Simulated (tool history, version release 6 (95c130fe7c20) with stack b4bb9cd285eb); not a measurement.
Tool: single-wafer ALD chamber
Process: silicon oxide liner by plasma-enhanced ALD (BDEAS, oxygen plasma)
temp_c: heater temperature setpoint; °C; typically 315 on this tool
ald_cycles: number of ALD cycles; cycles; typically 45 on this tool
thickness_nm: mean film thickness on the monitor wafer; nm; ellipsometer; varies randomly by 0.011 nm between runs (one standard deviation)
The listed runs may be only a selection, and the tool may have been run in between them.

run,day,temp_c,ald_cycles,wafers since the last listed run,hours since the last thermocouple change,hours since the gauge calibration,"read-back reference wafer on the same gauge, thickness_nm",thickness_nm
1,0,315,42,0,645.6,135.5,3.75,4.078
2,8.346,315,42,1355,845.9,335.8,3.771,4.117
3,9.433,315,45,176,872,361.9,3.773,4.435
4,10.688,315,45,203,902.1,392,3.775,4.404
5,11.7,315,45,164,926.4,416.3,3.777,4.435
6,13.092,315,43,225,959.8,449.7,3.779,4.218
7,14.988,315,43,307,1005.3,495.2,3.778,4.217
8,17.054,315,45,335,1054.9,544.8,3.782,4.421
9,19.321,306,50,368,1109.3,599.2,3.785,4.957
10,22.2,307,36,467,1178.4,668.3,3.785,3.574
# day 22.888: gauge calibrated
11,23.308,319,38,179,1205,10.1,3.728,3.662
# day 31.083: thermocouple changed; heater temperature recalibrated
12,31.858,320,45,1334,18.6,215.3,3.765,4.386
13,37.396,307,50,899,151.5,348.2,3.777,4.946
14,39.004,319,38,261,190.1,386.8,3.779,3.714
15,41.567,307,51,416,251.6,448.3,3.783,5.068

Consider 4 possible next runs. They are alternatives, not a sequence: every one starts from the tool as it was left by run 15. What does each give?
A,41.588,315,49,3,252.1,448.8,?,?
B,41.588,304,48,3,252.1,448.8,?,?
C,41.588,309,45,3,252.1,448.8,?,?
D,41.588,320,50,3,252.1,448.8,?,?

run,"read-back reference wafer on the same gauge, thickness_nm",thickness_nm
A,3.785,4.803
B,3.785,4.77
C,3.785,4.444
D,3.785,4.87
What these runs would have given with no unlogged condition in the tool:
run,thickness_nm
A,4.724
B,4.692
C,4.371
D,4.79
